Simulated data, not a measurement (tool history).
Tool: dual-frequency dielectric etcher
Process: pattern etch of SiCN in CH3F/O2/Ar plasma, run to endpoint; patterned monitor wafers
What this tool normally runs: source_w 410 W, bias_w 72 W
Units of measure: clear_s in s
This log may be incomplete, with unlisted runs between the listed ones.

run	day	source_w	bias_w	wafers since the last listed run	hours since the last wet clean	hours since the last source power generator calibration	hours since the last bias power generator calibration	hours since the last upper electrode change	incoming incoming film thickness, nm	clear_s
1	0.000	410	72	0	497.9	1207.3	2788.8	2325.5	9.44	23.8
2	2.942	410	72	1251	568.5	1277.9	2859.4	2396.1	9.52	24.5
3	5.321	410	72	1011	625.6	1335.0	2916.5	2453.2	9.40	24.1
4	6.704	410	72	588	658.8	1368.2	2949.7	2486.4	9.40	24.2
# day 8.338: wet clean of the chamber
5	8.617	410	72	388	6.7	1414.1	2995.6	2532.3	9.41	23.8
6	11.246	410	72	1118	69.8	1477.2	3058.7	2595.4	9.34	24.1
7	13.362	410	72	900	120.6	1528.0	3109.5	2646.2	9.39	23.9
8	14.525	360	72	494	148.5	1555.9	3137.4	2674.1	9.42	24.8
9	15.812	410	72	547	179.4	1586.8	3168.3	2705.0	9.33	24.1
10	16.842	410	72	437	204.1	1611.5	3193.0	2729.7	9.43	24.1
11	19.017	410	72	924	256.3	1663.7	3245.2	2781.9	9.53	24.2
12	21.767	410	67	1169	322.3	1729.7	3311.2	2847.9	9.33	24.7
13	23.821	500	61	873	371.6	1779.0	3360.5	2897.2	9.38	24.4
14	25.842	410	72	859	420.1	1827.5	3409.0	2945.7	9.35	23.8
15	27.050	410	87	513	449.1	1856.5	3438.0	2974.7	9.43	22.0
# day 28.433: bias power generator calibrated
16	29.371	410	90	916	504.8	1912.2	22.5	3030.4	9.52	22.0
17	31.754	410	72	1013	562.0	1969.4	79.7	3087.6	9.35	24.1
18	34.575	350	59	1199	629.7	2037.1	147.4	3155.3	9.40	27.6
19	35.867	480	62	549	660.7	2068.1	178.4	3186.3	9.42	24.6
# day 37.412: wet clean of the chamber
20	37.433	410	72	240	0.5	2105.7	216.0	3223.9	9.47	24.3
# day 45.200: upper electrode replaced
# day 45.308: source power generator calibrated
21	45.329	350	80	2887	190.0	0.5	405.5	3.1	9.46	24.0
22	47.279	510	79	829	236.8	47.3	452.3	49.9	9.47	21.8
23	48.904	450	72	691	275.8	86.3	491.3	88.9	9.41	23.5
24	57.212	500	61	3533	475.2	285.7	690.7	288.3	9.37	24.4

For each run, what was the tool's unlogged condition?
etch rate over this chamber's usual, %: 0, the same for each run
source power that arrives over what is set, %: 0, the same for each run
bias power that arrives over what is set, %: 0, the same for each run
